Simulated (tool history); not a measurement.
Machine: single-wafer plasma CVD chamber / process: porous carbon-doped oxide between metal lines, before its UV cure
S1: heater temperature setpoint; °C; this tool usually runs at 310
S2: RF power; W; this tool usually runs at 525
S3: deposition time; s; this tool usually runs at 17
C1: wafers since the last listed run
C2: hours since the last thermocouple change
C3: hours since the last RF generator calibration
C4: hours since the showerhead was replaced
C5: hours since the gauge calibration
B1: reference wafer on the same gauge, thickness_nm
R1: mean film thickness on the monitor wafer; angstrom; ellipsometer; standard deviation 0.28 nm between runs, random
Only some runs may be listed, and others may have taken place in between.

Run 1, day 0: usual settings but S2 460 W; C1 0; C2 1340.5; C3 1055; C4 3078.3; C5 113.5; B1 87.912. Result: R1 743.9 angstrom.
Run 2, day 0.396: usual settings but S2 460 W; C1 287; C2 1350; C3 1064.5; C4 3087.8; C5 123; B1 87.76. Result: R1 747.46 angstrom.
Run 3, day 0.938: usual settings; C1 393; C2 1363; C3 1077.5; C4 3100.8; C5 136; B1 87.82. Result: R1 869 angstrom.
Run 4, day 1.392: usual settings; C1 329; C2 1373.9; C3 1088.4; C4 3111.7; C5 146.9; B1 87.929. Result: R1 869.29 angstrom.
Run 5, day 1.692: usual settings but S3 19.3 s; C1 217; C2 1381.1; C3 1095.6; C4 3118.9; C5 154.1; B1 87.835. Result: R1 983.06 angstrom.
Run 6, day 2.129: usual settings but S1 320 °C; C1 317; C2 1391.6; C3 1106.1; C4 3129.4; C5 164.6; B1 87.909. Result: R1 817.6 angstrom.
Run 7, day 2.788: usual settings but S2 490 W; C1 477; C2 1407.4; C3 1121.9; C4 3145.2; C5 180.4; B1 87.957. Result: R1 795.38 angstrom.
Run 8, day 3.262: usual settings but S2 490 W; C1 344; C2 1418.8; C3 1133.3; C4 3156.6; C5 191.8; B1 87.997. Result: R1 799.06 angstrom.
Run 9, day 3.829: usual settings but S2 490 W; C1 411; C2 1432.4; C3 1146.9; C4 3170.2; C5 205.4; B1 87.94. Result: R1 791.36 angstrom.
Run 10, day 4.1: usual settings; C1 196; C2 1438.9; C3 1153.4; C4 3176.7; C5 211.9; B1 87.796. Result: R1 853.66 angstrom.
Run 11, day 4.679: usual settings; C1 420; C2 1452.8; C3 1167.3; C4 3190.6; C5 225.8; B1 87.924. Result: R1 854.5 angstrom.
Run 12, day 5.312: usual settings but S1 300 °C, S2 595 W; C1 459; C2 1468; C3 1182.5; C4 3205.8; C5 241; B1 87.907. Result: R1 1027.99 angstrom.
At day 5.938: RF generator calibrated.
Run 13, day 5.958: usual settings but S1 300 °C, S2 595 W; C1 226; C2 1483.5; C3 0.5; C4 3221.3; C5 256.5; B1 87.986. Result: R1 1142.7 angstrom.

What does the tool deliver on the next run?
Run 14, day 6.304: usual settings but S1 299 °C, S2 585 W, S3 14.5 s; C1 250; C2 1491.8; C3 8.8; C4 3229.6; C5 264.8; B1 ?. Result: R1 ?.

For run 14 the tool returned B1 87.933, R1 976.58 angstrom.
Had the tool carried no hidden state, the very same run would have given R1 979.37 angstrom.
